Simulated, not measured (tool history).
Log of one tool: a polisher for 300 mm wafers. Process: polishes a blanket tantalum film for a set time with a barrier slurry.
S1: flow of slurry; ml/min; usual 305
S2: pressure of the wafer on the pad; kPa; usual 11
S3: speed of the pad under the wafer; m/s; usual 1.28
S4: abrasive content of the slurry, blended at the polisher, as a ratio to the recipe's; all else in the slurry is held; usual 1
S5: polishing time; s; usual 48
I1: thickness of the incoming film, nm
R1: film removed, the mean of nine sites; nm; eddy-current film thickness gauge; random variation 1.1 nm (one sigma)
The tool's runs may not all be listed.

| run | hour | S1 | S2 | S3 | S4 | S5 | I1 | R1 |
|---|---|---|---|---|---|---|---|---|
| 1 | 0 | 305 | 11 | 1.28 | 1 | 48 | 229.8 | 97.4 |
|  | 89.2 | head pressure recalibrated |
| 2 | 91.8 | 305 | 11 | 1.28 | 1 | 48 | 228.9 | 97.4 |
|  | 106 | slurry blender recalibrated |
| 3 | 136 | 305 | 11 | 1.28 | 1 | 48 | 224.9 | 97.9 |
| 4 | 207.7 | 305 | 11 | 1.28 | 1 | 36 | 232.9 | 71.1 |
| 5 | 282.2 | 305 | 11 | 1.28 | 1 | 36 | 227.2 | 72.4 |
| 6 | 340.4 | 305 | 11 | 1.28 | 1 | 36 | 227.9 | 72.9 |
|  | 398.5 | worn pad replaced by a new one |
| 7 | 404.3 | 305 | 11 | 1.6 | 1 | 59 | 226.3 | 144.7 |
| 8 | 469.5 | 305 | 11 | 1.6 | 1 | 59 | 233.1 | 147.3 |
|  | 495.3 | slurry nozzle cleaned |
| 9 | 527.9 | 305 | 11 | 1.6 | 1 | 59 | 231.2 | 143.5 |
| 10 | 631.2 | 305 | 11 | 1.28 | 1 | 48 | 225.9 | 98.2 |
|  | 659.9 | slurry blender recalibrated |
| 11 | 730.9 | 305 | 11 | 1.28 | 1 | 48 | 226.1 | 97.8 |
| 12 | 802.4 | 375 | 11 | 1.28 | 1 | 48 | 229.1 | 97.5 |
|  | 878.5 | worn pad replaced by a new one |
| 13 | 906.9 | 390 | 9 | 1.54 | 1 | 48 | 226.9 | 94.4 |
| 14 | 1004.9 | 305 | 11 | 1.14 | 0.8 | 48 | 230.6 | 85.2 |
| 15 | 1062.3 | 355 | 8.3 | 1 | 1.3 | 48 | 227.8 | 65.3 |
|  | 1098.3 | slurry nozzle cleaned |
| 16 | 1141.7 | 305 | 11 | 1.28 | 1 | 35 | 232.6 | 70.8 |
| 17 | 1231.4 | 305 | 11 | 1.28 | 1 | 48 | 232.8 | 96.2 |
|  | 1252.3 | head pressure recalibrated |
| 18 | 1279.5 | 305 | 9.7 | 1.28 | 1 | 33 | 231.7 | 60 |
|  | 1281.7 | slurry blender recalibrated |
|  | 1354 | worn pad replaced by a new one |
| 19 | 1372.5 | 305 | 11 | 1.04 | 1 | 48 | 228.5 | 82.2 |
| 20 | 1461.7 | 305 | 11 | 1.28 | 1 | 58 | 232.2 | 120.1 |
| 21 | 1502.1 | 305 | 11 | 0.98 | 1.25 | 48 | 230.2 | 80.9 |
| 22 | 1549 | 305 | 9 | 1.5 | 0.75 | 48 | 233.7 | 88.6 |
| 23 | 1610.2 | 305 | 11 | 1.28 | 1 | 48 | 229.9 | 96 |

Run 24 comes next. What will it give?
| 24 | 1663.7 | 305 | 11 | 1.28 | 1 | 34 | 227.4 | ? |

Run 24 gave R1 68.1 nm.
Without the tool's hidden state the same run would have given R1 68.1 nm.
